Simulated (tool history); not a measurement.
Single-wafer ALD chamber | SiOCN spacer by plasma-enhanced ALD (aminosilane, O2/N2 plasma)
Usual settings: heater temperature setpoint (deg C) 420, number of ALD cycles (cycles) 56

run,hour,heater temperature setpoint (deg C),number of ALD cycles (cycles),wafers since the last listed run,hours since the last thermocouple change,hours since the gauge calibration,"read-back reference wafer on the same gauge, thickness_nm",mean film thickness on the monitor wafer (angstrom)
1,0,420,56,0,1981.4,546.2,3.431,34.15
2,32.6,420,56,123,2014,578.8,3.429,34.31
3,52,420,56,73,2033.4,598.2,3.432,34.23
4,78.5,420,53,100,2059.9,624.7,3.429,32.53
5,176.9,420,53,373,2158.3,723.1,3.431,32.64
6,275.4,420,56,374,2256.8,821.6,3.432,34.29
7,295,427,56,74,2276.4,841.2,3.432,33.67
8,311.9,420,56,64,2293.3,858.1,3.43,34.53
9,337.1,420,52,95,2318.5,883.3,3.43,31.93
10,360.4,420,52,88,2341.8,906.6,3.431,32
11,380.6,415,56,76,2362,926.8,3.43,35.25
12,415.7,415,56,133,2397.1,961.9,3.431,35.19
13,446.5,415,56,117,2427.9,992.7,3.428,35.27
# hour 471.9: thermocouple changed; heater temperature recalibrated
14,472.4,428,59,68,0.5,1018.6,3.434,34.53
15,491,410,56,70,19.1,1037.2,3.428,35.03
16,554.9,410,56,242,83,1101.1,3.43,35.18
17,576.4,410,56,81,104.5,1122.6,3.429,35.01
18,612,411,56,135,140.1,1158.2,3.431,34.87
19,626.7,420,56,55,154.8,1172.9,3.43,33.88
# hour 633.1: gauge calibrated
20,720.7,429,67,357,248.8,87.6,3.434,39.2
21,741.2,415,56,77,269.3,108.1,3.427,34.38

The next listed run, before its measurement:
22,765,420,56,90,293.1,131.9,?,?

Run 22 gave read-back reference wafer on the same gauge, thickness_nm 3.431, mean film thickness on the monitor wafer (angstrom) 33.89.
Without the tool's hidden state the same run would have given mean film thickness on the monitor wafer (angstrom) 33.79.

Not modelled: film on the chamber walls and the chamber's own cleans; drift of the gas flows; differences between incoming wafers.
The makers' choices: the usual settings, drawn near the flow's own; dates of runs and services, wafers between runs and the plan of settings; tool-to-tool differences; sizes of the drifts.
